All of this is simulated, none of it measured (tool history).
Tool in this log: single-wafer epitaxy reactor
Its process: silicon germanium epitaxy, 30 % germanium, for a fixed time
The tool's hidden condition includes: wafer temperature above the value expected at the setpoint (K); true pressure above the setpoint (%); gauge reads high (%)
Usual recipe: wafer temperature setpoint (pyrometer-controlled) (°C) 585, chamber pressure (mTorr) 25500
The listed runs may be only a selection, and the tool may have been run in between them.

| run | hour | wafer temperature setpoint (pyrometer-controlled) (°C) | chamber pressure (mTorr) | wafers since the last listed run | hours since the last pyrometer calibration | hours since the last manometer calibration | hours since the showerhead was replaced | hours since the gauge calibration | read-back reference wafer on the same gauge, thickness_nm | mean film thickness on the monitor wafer (angstrom) |
|---|---|---|---|---|---|---|---|---|---|---|
| 1 | 0.0 | 585 | 28900 | 0 | 2357.6 | 679.8 | 3903.9 | 137.8 | 44.114 | 531.91 |
| 2 | 99.8 | 585 | 25500 | 2296 | 2457.4 | 779.6 | 4003.7 | 237.6 | 44.139 | 506.19 |
| 3 | 201.0 | 585 | 25500 | 2328 | 2558.6 | 880.8 | 4104.9 | 338.8 | 44.099 | 510.65 |
| 4 | 268.7 | 585 | 25500 | 1557 | 2626.3 | 948.5 | 4172.6 | 406.5 | 44.087 | 510.23 |
| 5 | 336.9 | 585 | 25500 | 1569 | 2694.5 | 1016.7 | 4240.8 | 474.7 | 44.055 | 508.23 |
| 6 | 428.9 | 585 | 25500 | 2117 | 2786.5 | 1108.7 | 4332.8 | 566.7 | 44.112 | 506.43 |
|  | 487.6 | pyrometer calibrated |
| 7 | 502.9 | 574 | 25500 | 1518 | 15.3 | 1182.7 | 4406.8 | 640.7 | 44.110 | 407.94 |
| 8 | 579.9 | 574 | 25500 | 1771 | 92.3 | 1259.7 | 4483.8 | 717.7 | 44.096 | 408.18 |
|  | 645.5 | showerhead replaced |
|  | 749.8 | gauge calibrated |
| 9 | 797.4 | 592 | 28500 | 4821 | 309.8 | 1477.2 | 151.9 | 47.6 | 44.117 | 605.79 |
|  | 810.0 | capacitance manometer re-zeroed and calibrated |
| 10 | 889.2 | 578 | 25500 | 1928 | 401.6 | 79.2 | 243.7 | 139.4 | 44.059 | 449.66 |
| 11 | 990.2 | 598 | 19800 | 2324 | 502.6 | 180.2 | 344.7 | 240.4 | 44.079 | 608.67 |
| 12 | 1089.1 | 592 | 25500 | 2275 | 601.5 | 279.1 | 443.6 | 339.3 | 44.101 | 588.85 |
| 13 | 1182.9 | 585 | 25500 | 2158 | 695.3 | 372.9 | 537.4 | 433.1 | 44.130 | 511.12 |
| 14 | 1229.1 | 598 | 25500 | 1063 | 741.5 | 419.1 | 583.6 | 479.3 | 44.060 | 659.69 |
| 15 | 1290.6 | 592 | 31700 | 1415 | 803.0 | 480.6 | 645.1 | 540.8 | 44.092 | 631.03 |
| 16 | 1381.2 | 590 | 27500 | 2084 | 893.6 | 571.2 | 735.7 | 631.4 | 44.105 | 576.78 |
| 17 | 1426.7 | 593 | 23700 | 1047 | 939.1 | 616.7 | 781.2 | 676.9 | 44.076 | 581.61 |

For each entry between runs, how does the tool's hidden state at the last listed run before it compare with that at the first listed run after it?
Runs 6 to 7: pyrometer calibrated (hour 487.6)
  true pressure above the setpoint (%): -6.24 -> -6.37
  measured result minus the result with no hidden state, mean film thickness on the monitor wafer (angstrom): -11.42 -> -9.40
Runs 8 to 9: showerhead replaced (hour 645.5); gauge calibrated (hour 749.8)
  true pressure above the setpoint (%): -6.5 -> -6.76
  measured result minus the result with no hidden state, mean film thickness on the monitor wafer (angstrom): -9.60 -> -14.85
Runs 9 to 10: capacitance manometer re-zeroed and calibrated (hour 810.0)
  true pressure above the setpoint (%): -6.76 -> -1.05
  measured result minus the result with no hidden state, mean film thickness on the monitor wafer (angstrom): -14.85 -> -1.65
